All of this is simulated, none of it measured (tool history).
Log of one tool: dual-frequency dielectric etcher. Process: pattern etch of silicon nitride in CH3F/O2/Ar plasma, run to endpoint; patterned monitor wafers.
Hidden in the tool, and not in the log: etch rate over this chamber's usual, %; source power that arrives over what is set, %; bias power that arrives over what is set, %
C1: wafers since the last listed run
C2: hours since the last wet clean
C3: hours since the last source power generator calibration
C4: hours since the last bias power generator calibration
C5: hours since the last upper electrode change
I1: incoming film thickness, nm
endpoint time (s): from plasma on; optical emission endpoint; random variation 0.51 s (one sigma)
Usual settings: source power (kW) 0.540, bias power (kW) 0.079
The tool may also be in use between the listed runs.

Run 1, day 0.000: usual settings but bias power (kW) 0.074; C1 0; C2 400.3; C3 4454.1; C4 4215.8; C5 3276.6; I1 49.47. Result: endpoint time (s) 61.7.
Run 2, day 0.667: usual settings but source power (kW) 0.470, bias power (kW) 0.083; C1 202; C2 416.3; C3 4470.1; C4 4231.8; C5 3292.6; I1 49.90. Result: endpoint time (s) 62.7.
Run 3, day 0.983: usual settings but bias power (kW) 0.085; C1 96; C2 423.9; C3 4477.7; C4 4239.4; C5 3300.2; I1 49.91. Result: endpoint time (s) 59.6.
Run 4, day 1.329: usual settings but bias power (kW) 0.085; C1 104; C2 432.2; C3 4486.0; C4 4247.7; C5 3308.5; I1 49.43. Result: endpoint time (s) 59.1.
Run 5, day 1.742: usual settings; C1 125; C2 442.1; C3 4495.9; C4 4257.6; C5 3318.4; I1 49.61. Result: endpoint time (s) 59.8.
Run 6, day 2.471: usual settings; C1 221; C2 459.6; C3 4513.4; C4 4275.1; C5 3335.9; I1 49.58. Result: endpoint time (s) 60.5.
Run 7, day 2.767: usual settings; C1 89; C2 466.7; C3 4520.5; C4 4282.2; C5 3343.0; I1 49.88. Result: endpoint time (s) 61.6.
Run 8, day 3.467: usual settings; C1 212; C2 483.5; C3 4537.3; C4 4299.0; C5 3359.8; I1 50.13. Result: endpoint time (s) 61.3.
Run 9, day 4.021: usual settings; C1 168; C2 496.8; C3 4550.6; C4 4312.3; C5 3373.1; I1 50.06. Result: endpoint time (s) 60.9.
Run 10, day 4.325: usual settings; C1 92; C2 504.1; C3 4557.9; C4 4319.6; C5 3380.4; I1 49.32. Result: endpoint time (s) 60.2.
Run 11, day 4.792: usual settings; C1 141; C2 515.3; C3 4569.1; C4 4330.8; C5 3391.6; I1 49.95. Result: endpoint time (s) 61.4.
Run 12, day 5.050: usual settings; C1 78; C2 521.5; C3 4575.3; C4 4337.0; C5 3397.8; I1 49.28. Result: endpoint time (s) 60.5.
At day 5.408: source power generator calibrated.
At day 6.217: upper electrode replaced.
Run 13, day 6.238: usual settings but source power (kW) 0.430, bias power (kW) 0.099; C1 64; C2 550.0; C3 19.9; C4 4365.5; C5 0.5; I1 49.72. Result: endpoint time (s) 59.9.
Run 14, day 6.250: usual settings but source power (kW) 0.630, bias power (kW) 0.070; C1 3; C2 550.3; C3 20.2; C4 4365.8; C5 0.8; I1 49.60. Result: endpoint time (s) 58.9.
Run 15, day 6.529: usual settings but source power (kW) 0.620, bias power (kW) 0.099; C1 84; C2 557.0; C3 26.9; C4 4372.5; C5 7.5; I1 50.13. Result: endpoint time (s) 54.2.
Run 16, day 6.946: usual settings but source power (kW) 0.500, bias power (kW) 0.065; C1 126; C2 567.0; C3 36.9; C4 4382.5; C5 17.5; I1 49.54. Result: endpoint time (s) 65.7.
Run 17, day 7.638: usual settings; C1 209; C2 583.6; C3 53.5; C4 4399.1; C5 34.1; I1 50.07. Result: endpoint time (s) 60.6.
Run 18, day 8.083: usual settings but bias power (kW) 0.093; C1 135; C2 594.3; C3 64.2; C4 4409.8; C5 44.8; I1 50.28. Result: endpoint time (s) 57.6.
At day 8.692: bias power generator calibrated.
At day 9.429: wet clean of the chamber.
Run 19, day 9.450: usual settings but bias power (kW) 0.067; C1 140; C2 0.5; C3 97.0; C4 18.2; C5 77.6; I1 49.85. Result: endpoint time (s) 64.2.
Run 20, day 9.725: usual settings but source power (kW) 0.410, bias power (kW) 0.062; C1 83; C2 7.1; C3 103.6; C4 24.8; C5 84.2; I1 49.83. Result: endpoint time (s) 71.5.
Run 21, day 10.358: usual settings; C1 192; C2 22.3; C3 118.8; C4 40.0; C5 99.4; I1 49.77. Result: endpoint time (s) 60.4.
Run 22, day 11.000: usual settings but source power (kW) 0.460; C1 194; C2 37.7; C3 134.2; C4 55.4; C5 114.8; I1 50.02. Result: endpoint time (s) 63.1.
Run 23, day 11.575: usual settings but source power (kW) 0.490, bias power (kW) 0.088; C1 174; C2 51.5; C3 148.0; C4 69.2; C5 128.6; I1 49.98. Result: endpoint time (s) 60.3.
Run 24, day 11.925: usual settings; C1 106; C2 59.9; C3 156.4; C4 77.6; C5 137.0; I1 49.79. Result: endpoint time (s) 60.8.
Run 25, day 12.292: usual settings but bias power (kW) 0.084; C1 111; C2 68.7; C3 165.2; C4 86.4; C5 145.8; I1 50.08. Result: endpoint time (s) 59.1.

The tool's hidden state at each run:
etch rate over this chamber's usual, %: 0 in every run
source power that arrives over what is set, %: 0 in every run
bias power that arrives over what is set, %: 0 in every run
